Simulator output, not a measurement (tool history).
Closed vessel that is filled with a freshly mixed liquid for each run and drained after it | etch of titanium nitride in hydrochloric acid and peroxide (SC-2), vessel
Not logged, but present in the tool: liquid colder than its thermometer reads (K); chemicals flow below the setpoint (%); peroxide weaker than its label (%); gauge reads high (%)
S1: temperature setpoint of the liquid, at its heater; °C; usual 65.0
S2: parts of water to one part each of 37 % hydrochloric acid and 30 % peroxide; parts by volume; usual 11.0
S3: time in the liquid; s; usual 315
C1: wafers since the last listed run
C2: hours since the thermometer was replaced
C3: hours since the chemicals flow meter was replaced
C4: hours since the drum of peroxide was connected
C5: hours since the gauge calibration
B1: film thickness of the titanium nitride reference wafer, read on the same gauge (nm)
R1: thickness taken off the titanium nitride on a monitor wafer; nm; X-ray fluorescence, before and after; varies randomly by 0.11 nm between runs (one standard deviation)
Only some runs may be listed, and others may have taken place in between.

run	hour	S1	S2	S3	C1	C2	C3	C4	C5	B1	R1
1	0.0	70.5	11.0	315	0	1179.6	338.1	296.4	368.2	110.00	22.74
2	56.2	70.5	11.0	315	4958	1235.8	394.3	352.6	424.4	110.02	23.03
# hour 102.0: chemicals flow meter replaced
3	130.0	69.5	11.0	315	6423	1309.6	28.0	426.4	498.2	110.01	21.82
4	199.9	65.0	11.0	315	6167	1379.5	97.9	496.3	568.1	110.00	16.59
5	274.0	65.0	11.0	425	6537	1453.6	172.0	570.4	642.2	110.00	22.31
6	327.8	65.0	11.0	315	4746	1507.4	225.8	624.2	696.0	110.00	16.28
7	397.8	65.0	11.0	315	6176	1577.4	295.8	694.2	766.0	109.99	16.41
# hour 470.1: new drum of peroxide connected
8	472.0	65.0	11.0	315	6458	1651.6	370.0	1.9	840.2	110.01	16.50
9	528.2	65.0	11.0	315	4958	1707.8	426.2	58.1	896.4	110.02	16.55
# hour 567.0: chemicals flow meter replaced
10	609.1	65.0	11.0	315	7049	1788.7	42.1	139.0	977.3	110.00	16.52
11	698.5	65.0	11.0	315	7887	1878.1	131.5	228.4	1066.7	109.99	16.76
12	738.0	65.0	11.0	315	3485	1917.6	171.0	267.9	1106.2	109.99	16.47
# hour 738.4: gauge calibrated
13	780.1	65.0	11.0	315	3714	1959.7	213.1	310.0	41.7	110.00	16.49
14	869.3	65.0	11.0	315	7870	2048.9	302.3	399.2	130.9	110.01	16.65
15	933.3	65.0	13.5	315	5646	2112.9	366.3	463.2	194.9	110.00	13.88

Run 16 is up next; what results do you expect?
16	997.4	65.0	8.5	430	5655	2177.0	430.4	527.3	259.0	?	?

Run 16 yielded B1 110.02, R1 27.76 nm.
Without the tool's hidden state the same run would have given R1 27.76 nm.
